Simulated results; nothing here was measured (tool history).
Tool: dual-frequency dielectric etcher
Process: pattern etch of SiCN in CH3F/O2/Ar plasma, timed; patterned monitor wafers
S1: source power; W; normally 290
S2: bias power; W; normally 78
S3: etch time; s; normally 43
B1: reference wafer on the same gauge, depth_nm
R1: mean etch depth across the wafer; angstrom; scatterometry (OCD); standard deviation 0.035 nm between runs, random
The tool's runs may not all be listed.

| run | hour | S1 | S2 | S3 | B1 | R1 |
|---|---|---|---|---|---|---|
| 1 | 0 | 290 | 66 | 34.5 | 12.91 | 112.5 |
|  | 26.6 | source power generator calibrated |
| 2 | 47.7 | 290 | 66 | 34.5 | 12.9 | 113 |
| 3 | 130.1 | 290 | 78 | 43 | 12.9 | 151.9 |
|  | 155.9 | wet clean of the chamber |
| 4 | 228.5 | 290 | 78 | 43 | 12.9 | 152.7 |
| 5 | 311.6 | 290 | 86 | 43 | 12.9 | 159.4 |
| 6 | 416.2 | 290 | 86 | 43 | 12.9 | 159.7 |
| 7 | 517.9 | 320 | 78 | 43 | 12.91 | 157.3 |
| 8 | 612.1 | 320 | 78 | 43 | 12.9 | 157.7 |
| 9 | 718.8 | 290 | 92 | 43 | 12.9 | 164.8 |
|  | 741.7 | gauge calibrated |
|  | 783.5 | wet clean of the chamber |
| 10 | 784 | 290 | 64 | 39 | 12.9 | 126.6 |
| 11 | 859.1 | 260 | 63 | 43 | 12.91 | 133.8 |
|  | 914.8 | bias power generator calibrated |
| 12 | 915.3 | 270 | 78 | 43 | 12.91 | 148.2 |
| 13 | 997.9 | 290 | 78 | 43 | 12.9 | 151.2 |
| 14 | 1099.4 | 290 | 78 | 47.5 | 12.9 | 166.7 |
| 15 | 1141.8 | 360 | 67 | 51 | 12.9 | 179.7 |
|  | 1232.7 | upper electrode replaced |
| 16 | 1236.7 | 230 | 58 | 51.5 | 12.9 | 147.2 |
| 17 | 1280.4 | 250 | 78 | 37.5 | 12.91 | 126.3 |
| 18 | 1334.8 | 250 | 96 | 38 | 12.9 | 142 |
|  | 1367.8 | wet clean of the chamber |
| 19 | 1400.8 | 290 | 78 | 43 | 12.9 | 152 |
| 20 | 1439 | 230 | 90 | 43 | 12.9 | 151.7 |
| 21 | 1482.1 | 320 | 60 | 47.5 | 12.9 | 152.9 |
| 22 | 1562 | 360 | 96 | 48.5 | 12.9 | 201 |
| 23 | 1614.1 | 290 | 78 | 43 | 12.9 | 151.6 |
| 24 | 1674.6 | 290 | 78 | 43 | 12.9 | 152 |
| 25 | 1765.1 | 290 | 66 | 34.5 | 12.89 | 112.6 |
| 26 | 1847.4 | 290 | 78 | 49 | 12.89 | 173 |
|  | 1957.3 | wet clean of the chamber |
| 27 | 1957.8 | 240 | 67 | 49 | 12.9 | 152.1 |
| 28 | 2037.2 | 240 | 95 | 39.5 | 12.91 | 144.5 |
| 29 | 2084.3 | 260 | 65 | 43 | 12.9 | 135.5 |
| 30 | 2122.2 | 310 | 63 | 32.5 | 12.91 | 106 |

Some steps in R1 between neighbouring runs. How much of each would the tool show without its hidden state too (settings, what came in, random variation), and how much is left for the hidden state, with any gauge scatter that isn't in both results?
What the log doesn't record here: etch rate over this chamber's usual, %; source power that arrives over what is set, %; bias power that arrives over what is set, %; gauge reads high (%).
Run 2 -> 3: S2 66 -> 78, S3 34.5 -> 43. R1 +38.9 angstrom: hidden state +0.4, all else +38.5.
Run 9 -> 10: S2 92 -> 64, S3 43 -> 39, gauge calibrated, wet clean of the chamber. R1 -38.2 angstrom: hidden state -0.4, all else -37.8.
Run 11 -> 12: S1 260 -> 270, S2 63 -> 78, bias power generator calibrated. R1 +14.4 angstrom: hidden state -1.2, all else +15.6.
Run 21 -> 22: S1 320 -> 360, S2 60 -> 96, S3 47.5 -> 48.5. R1 +48.1 angstrom: hidden state +0.2, all else +47.9.
Run 22 -> 23: S1 360 -> 290, S2 96 -> 78, S3 48.5 -> 43. R1 -49.4 angstrom: hidden state -0.2, all else -49.2.
Run 25 -> 26: S2 66 -> 78, S3 34.5 -> 49. R1 +60.4 angstrom: hidden state +0.2, all else +60.2.
